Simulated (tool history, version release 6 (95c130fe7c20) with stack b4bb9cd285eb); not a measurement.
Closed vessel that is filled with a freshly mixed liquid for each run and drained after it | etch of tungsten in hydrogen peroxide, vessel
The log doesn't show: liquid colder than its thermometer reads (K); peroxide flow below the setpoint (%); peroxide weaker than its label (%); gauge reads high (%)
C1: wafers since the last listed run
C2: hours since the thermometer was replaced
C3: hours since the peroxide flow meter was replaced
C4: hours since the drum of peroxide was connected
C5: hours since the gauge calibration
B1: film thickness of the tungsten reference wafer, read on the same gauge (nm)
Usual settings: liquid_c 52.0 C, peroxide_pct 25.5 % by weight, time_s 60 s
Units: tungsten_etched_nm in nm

run 1 day=0.000 | liquid_c=52.0 peroxide_pct=25.5 time_s=60 | C1=0 C2=1028.5 C3=103.8 C4=106.2 C5=1617.3 | B1=99.97 | tungsten_etched_nm=220.30
run 2 day=2.000 | liquid_c=52.0 peroxide_pct=25.5 time_s=60 | C1=3022 C2=1076.5 C3=151.8 C4=154.2 C5=1665.3 | B1=99.99 | tungsten_etched_nm=217.45
run 3 day=3.233 | liquid_c=52.0 peroxide_pct=25.5 time_s=60 | C1=1863 C2=1106.1 C3=181.4 C4=183.8 C5=1694.9 | B1=100.02 | tungsten_etched_nm=219.14
run 4 day=4.354 | liquid_c=52.0 peroxide_pct=25.5 time_s=60 | C1=1693 C2=1133.0 C3=208.3 C4=210.7 C5=1721.8 | B1=100.01 | tungsten_etched_nm=219.31
run 5 day=5.421 | liquid_c=52.0 peroxide_pct=25.5 time_s=60 | C1=1611 C2=1158.6 C3=233.9 C4=236.3 C5=1747.4 | B1=100.04 | tungsten_etched_nm=218.13
run 6 day=7.700 | liquid_c=52.0 peroxide_pct=25.5 time_s=60 | C1=3444 C2=1213.3 C3=288.6 C4=291.0 C5=1802.1 | B1=99.98 | tungsten_etched_nm=219.02
-- day=9.650 gauge calibrated
run 7 day=10.171 | liquid_c=52.0 peroxide_pct=21.0 time_s=45 | C1=3733 C2=1272.6 C3=347.9 C4=350.3 C5=12.5 | B1=100.02 | tungsten_etched_nm=147.98
run 8 day=13.012 | liquid_c=52.0 peroxide_pct=30.0 time_s=45 | C1=4294 C2=1340.8 C3=416.1 C4=418.5 C5=80.7 | B1=99.98 | tungsten_etched_nm=178.00
run 9 day=14.338 | liquid_c=52.0 peroxide_pct=25.5 time_s=40 | C1=2002 C2=1372.6 C3=447.9 C4=450.3 C5=112.5 | B1=99.97 | tungsten_etched_nm=144.26
run 10 day=15.521 | liquid_c=52.0 peroxide_pct=25.5 time_s=60 | C1=1788 C2=1401.0 C3=476.3 C4=478.7 C5=140.9 | B1=99.98 | tungsten_etched_nm=216.07
run 11 day=17.454 | liquid_c=52.0 peroxide_pct=25.5 time_s=60 | C1=2921 C2=1447.4 C3=522.7 C4=525.1 C5=187.3 | B1=99.97 | tungsten_etched_nm=220.25
run 12 day=19.329 | liquid_c=52.0 peroxide_pct=25.5 time_s=60 | C1=2833 C2=1492.4 C3=567.7 C4=570.1 C5=232.3 | B1=99.98 | tungsten_etched_nm=221.11
run 13 day=21.158 | liquid_c=43.5 peroxide_pct=18.5 time_s=60 | C1=2764 C2=1536.3 C3=611.6 C4=614.0 C5=276.2 | B1=99.99 | tungsten_etched_nm=109.20
run 14 day=23.325 | liquid_c=49.0 peroxide_pct=25.5 time_s=60 | C1=3274 C2=1588.3 C3=663.6 C4=666.0 C5=328.2 | B1=99.98 | tungsten_etched_nm=181.29
-- day=24.033 new drum of peroxide connected
run 15 day=26.117 | liquid_c=52.0 peroxide_pct=25.5 time_s=60 | C1=4155 C2=1655.3 C3=730.6 C4=50.0 C5=395.2 | B1=99.95 | tungsten_etched_nm=220.33
run 16 day=28.192 | liquid_c=46.5 peroxide_pct=30.0 time_s=40 | C1=3135 C2=1705.1 C3=780.4 C4=99.8 C5=445.0 | B1=100.00 | tungsten_etched_nm=112.06
-- day=33.579 thermometer replaced
run 17 day=36.358 | liquid_c=52.0 peroxide_pct=29.5 time_s=60 | C1=12277 C2=66.7 C3=976.4 C4=295.8 C5=641.0 | B1=100.02 | tungsten_etched_nm=230.44
run 18 day=38.704 | liquid_c=47.0 peroxide_pct=19.0 time_s=95 | C1=3544 C2=123.0 C3=1032.7 C4=352.1 C5=697.3 | B1=100.01 | tungsten_etched_nm=220.25
run 19 day=40.738 | liquid_c=42.5 peroxide_pct=27.5 time_s=85 | C1=3072 C2=171.8 C3=1081.5 C4=400.9 C5=746.1 | B1=100.00 | tungsten_etched_nm=176.16
run 20 day=43.062 | liquid_c=46.0 peroxide_pct=23.0 time_s=85 | C1=3513 C2=227.6 C3=1137.3 C4=456.7 C5=801.9 | B1=99.98 | tungsten_etched_nm=202.77
run 21 day=45.038 | liquid_c=52.0 peroxide_pct=25.5 time_s=60 | C1=2984 C2=275.0 C3=1184.7 C4=504.1 C5=849.3 | B1=100.01 | tungsten_etched_nm=215.76
run 22 day=47.462 | liquid_c=43.5 peroxide_pct=25.5 time_s=60 | C1=3664 C2=333.2 C3=1242.9 C4=562.3 C5=907.5 | B1=99.99 | tungsten_etched_nm=128.48
-- day=48.333 peroxide flow meter replaced
-- day=48.967 new drum of peroxide connected
run 23 day=48.988 | liquid_c=52.0 peroxide_pct=25.5 time_s=60 | C1=2178 C2=369.8 C3=15.7 C4=0.5 C5=944.1 | B1=100.01 | tungsten_etched_nm=218.59
run 24 day=51.850 | liquid_c=52.0 peroxide_pct=25.5 time_s=60 | C1=4325 C2=438.5 C3=84.4 C4=69.2 C5=1012.8 | B1=100.05 | tungsten_etched_nm=218.07
run 25 day=60.275 | liquid_c=52.0 peroxide_pct=19.5 time_s=40 | C1=12731 C2=640.7 C3=286.6 C4=271.4 C5=1215.0 | B1=100.03 | tungsten_etched_nm=127.33
run 26 day=62.504 | liquid_c=52.0 peroxide_pct=25.5 time_s=60 | C1=3368 C2=694.2 C3=340.1 C4=324.9 C5=1268.5 | B1=99.99 | tungsten_etched_nm=219.44
run 27 day=64.296 | liquid_c=57.0 peroxide_pct=18.5 time_s=75 | C1=2707 C2=737.2 C3=383.1 C4=367.9 C5=1311.5 | B1=99.97 | tungsten_etched_nm=311.65
run 28 day=67.017 | liquid_c=52.0 peroxide_pct=25.5 time_s=50 | C1=4111 C2=802.5 C3=448.4 C4=433.2 C5=1376.8 | B1=99.98 | tungsten_etched_nm=183.63
run 29 day=68.262 | liquid_c=46.0 peroxide_pct=25.5 time_s=45 | C1=1882 C2=832.4 C3=478.3 C4=463.1 C5=1406.7 | B1=100.03 | tungsten_etched_nm=112.75
run 30 day=70.504 | liquid_c=42.0 peroxide_pct=20.5 time_s=50 | C1=3387 C2=886.2 C3=532.1 C4=516.9 C5=1460.5 | B1=100.02 | tungsten_etched_nm=87.73
run 31 day=72.412 | liquid_c=52.0 peroxide_pct=25.5 time_s=60 | C1=2883 C2=932.0 C3=577.9 C4=562.7 C5=1506.3 | B1=100.03 | tungsten_etched_nm=218.75

What the log doesn't show, run by run:
liquid colder than its thermometer reads (K): 0 in every run
peroxide flow below the setpoint (%): 0 in every run
peroxide weaker than its label (%): 0 in every run
gauge reads high (%): 0 in every run

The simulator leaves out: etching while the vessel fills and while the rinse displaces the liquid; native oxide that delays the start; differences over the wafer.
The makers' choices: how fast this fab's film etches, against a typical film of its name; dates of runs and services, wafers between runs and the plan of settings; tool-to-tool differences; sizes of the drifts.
